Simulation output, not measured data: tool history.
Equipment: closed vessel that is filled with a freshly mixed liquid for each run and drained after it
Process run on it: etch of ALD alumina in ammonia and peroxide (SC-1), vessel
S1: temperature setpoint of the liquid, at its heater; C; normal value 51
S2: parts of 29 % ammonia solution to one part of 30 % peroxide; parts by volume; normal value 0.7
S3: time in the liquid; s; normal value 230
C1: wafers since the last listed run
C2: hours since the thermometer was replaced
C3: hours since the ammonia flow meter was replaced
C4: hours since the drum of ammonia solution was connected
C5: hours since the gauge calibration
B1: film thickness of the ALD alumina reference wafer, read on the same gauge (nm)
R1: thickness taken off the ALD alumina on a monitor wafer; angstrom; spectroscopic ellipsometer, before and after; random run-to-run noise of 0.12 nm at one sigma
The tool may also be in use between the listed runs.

Run 1, hour 0: usual settings; C1 0; C2 1396.8; C3 1420.7; C4 352.1; C5 659.1; B1 140.01. Result: R1 139.1 angstrom.
Run 2, hour 12.3: usual settings; C1 868; C2 1409.1; C3 1433; C4 364.4; C5 671.4; B1 139.99. Result: R1 139.3 angstrom.
Run 3, hour 44.3: usual settings; C1 2258; C2 1441.1; C3 1465; C4 396.4; C5 703.4; B1 140. Result: R1 139.5 angstrom.
Run 4, hour 79.4: usual settings but S3 180 s; C1 2477; C2 1476.2; C3 1500.1; C4 431.5; C5 738.5; B1 140.01. Result: R1 108.8 angstrom.
Run 5, hour 114.5: usual settings but S3 180 s; C1 2477; C2 1511.3; C3 1535.2; C4 466.6; C5 773.6; B1 140. Result: R1 108.9 angstrom.
Run 6, hour 142.5: usual settings but S3 180 s; C1 1976; C2 1539.3; C3 1563.2; C4 494.6; C5 801.6; B1 140.01. Result: R1 108.7 angstrom.
At hour 158.4: ammonia flow meter replaced.
Run 7, hour 167.7: usual settings but S1 56.5 C; C1 1708; C2 1564.5; C3 9.3; C4 519.8; C5 826.8; B1 140.02. Result: R1 186.4 angstrom.
Run 8, hour 233.7: usual settings but S1 56.5 C; C1 4659; C2 1630.5; C3 75.3; C4 585.8; C5 892.8; B1 140. Result: R1 187.5 angstrom.
Run 9, hour 269.2: usual settings but S2 0.8 parts by volume; C1 2506; C2 1666; C3 110.8; C4 621.3; C5 928.3; B1 140. Result: R1 141.4 angstrom.
Run 10, hour 283.6: usual settings but S1 44.5 C; C1 1016; C2 1680.4; C3 125.2; C4 635.7; C5 942.7; B1 139.98. Result: R1 96.2 angstrom.
Run 11, hour 310.6: usual settings but S1 44.5 C; C1 1905; C2 1707.4; C3 152.2; C4 662.7; C5 969.7; B1 140.01. Result: R1 96.2 angstrom.
At hour 337.7: gauge calibrated.
Run 12, hour 338.2: usual settings but S1 44.5 C; C1 1948; C2 1735; C3 179.8; C4 690.3; C5 0.5; B1 140.04. Result: R1 96.6 angstrom.
Run 13, hour 364.6: usual settings but S1 45.5 C; C1 1863; C2 1761.4; C3 206.2; C4 716.7; C5 26.9; B1 139.99. Result: R1 100.5 angstrom.
Run 14, hour 387: usual settings but S1 56 C, S2 0.85 parts by volume; C1 1581; C2 1783.8; C3 228.6; C4 739.1; C5 49.3; B1 139.99. Result: R1 181.7 angstrom.
Run 15, hour 414.6: usual settings but S1 54 C, S2 0.4 parts by volume, S3 320 s; C1 1948; C2 1811.4; C3 256.2; C4 766.7; C5 76.9; B1 140. Result: R1 213.1 angstrom.
Run 16, hour 435.4: usual settings but S1 46.5 C, S2 0.45 parts by volume, S3 345 s; C1 1468; C2 1832.2; C3 277; C4 787.5; C5 97.7; B1 140.01. Result: R1 153.4 angstrom.
Run 17, hour 451.8: usual settings but S1 43 C; C1 1157; C2 1848.6; C3 293.4; C4 803.9; C5 114.1; B1 139.99. Result: R1 87.2 angstrom.
Run 18, hour 531.1: usual settings but S1 44 C, S2 0.6 parts by volume; C1 5597; C2 1927.9; C3 372.7; C4 883.2; C5 193.4; B1 140.01. Result: R1 89.3 angstrom.
At hour 561.7: new drum of ammonia solution connected.
Run 19, hour 567.1: usual settings but S1 47.5 C, S3 135 s; C1 2470; C2 1963.9; C3 408.7; C4 5.4; C5 229.4; B1 140.01. Result: R1 65.9 angstrom.
Run 20, hour 584.6: usual settings but S1 44.5 C; C1 1235; C2 1981.4; C3 426.2; C4 22.9; C5 246.9; B1 140. Result: R1 95.1 angstrom.
Run 21, hour 605.2: usual settings but S1 60 C, S2 1 parts by volume, S3 190 s; C1 1454; C2 2002; C3 446.8; C4 43.5; C5 267.5; B1 140.01. Result: R1 191.4 angstrom.
At hour 615.3: thermometer replaced.
Run 22, hour 629.5: usual settings; C1 1644; C2 14.2; C3 471.1; C4 67.8; C5 291.8; B1 140.02. Result: R1 145.2 angstrom.
Run 23, hour 660.3: usual settings; C1 2174; C2 45; C3 501.9; C4 98.6; C5 322.6; B1 140. Result: R1 147.4 angstrom.
Run 24, hour 689.1: usual settings; C1 2033; C2 73.8; C3 530.7; C4 127.4; C5 351.4; B1 140.03. Result: R1 147.5 angstrom.
Run 25, hour 724.5: usual settings but S1 43.5 C, S2 0.85 parts by volume; C1 2498; C2 109.2; C3 566.1; C4 162.8; C5 386.8; B1 140.02. Result: R1 97 angstrom.
Run 26, hour 756.9: usual settings but S1 59.5 C, S2 0.8 parts by volume, S3 350 s; C1 2287; C2 141.6; C3 598.5; C4 195.2; C5 419.2; B1 140.02. Result: R1 357.1 angstrom.
Run 27, hour 789.8: usual settings but S1 59 C, S2 0.45 parts by volume; C1 2322; C2 174.5; C3 631.4; C4 228.1; C5 452.1; B1 139.99. Result: R1 211.9 angstrom.
Run 28, hour 805.2: usual settings but S1 55 C, S2 1 parts by volume, S3 330 s; C1 1087; C2 189.9; C3 646.8; C4 243.5; C5 467.5; B1 139.99. Result: R1 267.6 angstrom.
Run 29, hour 826.7: usual settings but S1 60 C; C1 1517; C2 211.4; C3 668.3; C4 265; C5 489; B1 139.97. Result: R1 232.3 angstrom.

For each entry between runs, how does the tool's hidden state at the last listed run before it compare with that at the first listed run after it?
Logged between run 6 and run 7: ammonia flow meter replaced (hour 158.4)
  liquid colder than its thermometer reads (K): 1.07 -> 1.09
  the result without the hidden state subtracted from the measured one, R1: -6.6 -> -11.1 angstrom
Logged between run 11 and run 12: gauge calibrated (hour 337.7)
  liquid colder than its thermometer reads (K): 1.18 -> 1.2
  the result without the hidden state subtracted from the measured one, R1: -6.8 -> -6.9 angstrom
Logged between run 18 and run 19: new drum of ammonia solution connected (hour 561.7)
  liquid colder than its thermometer reads (K): 1.32 -> 1.35
  the result without the hidden state subtracted from the measured one, R1: -7 -> -5.2 angstrom
Logged between run 21 and run 22: thermometer replaced (hour 615.3)
  liquid colder than its thermometer reads (K): 1.37 -> 0.0466
  the result without the hidden state subtracted from the measured one, R1: -14 -> -0.4 angstrom
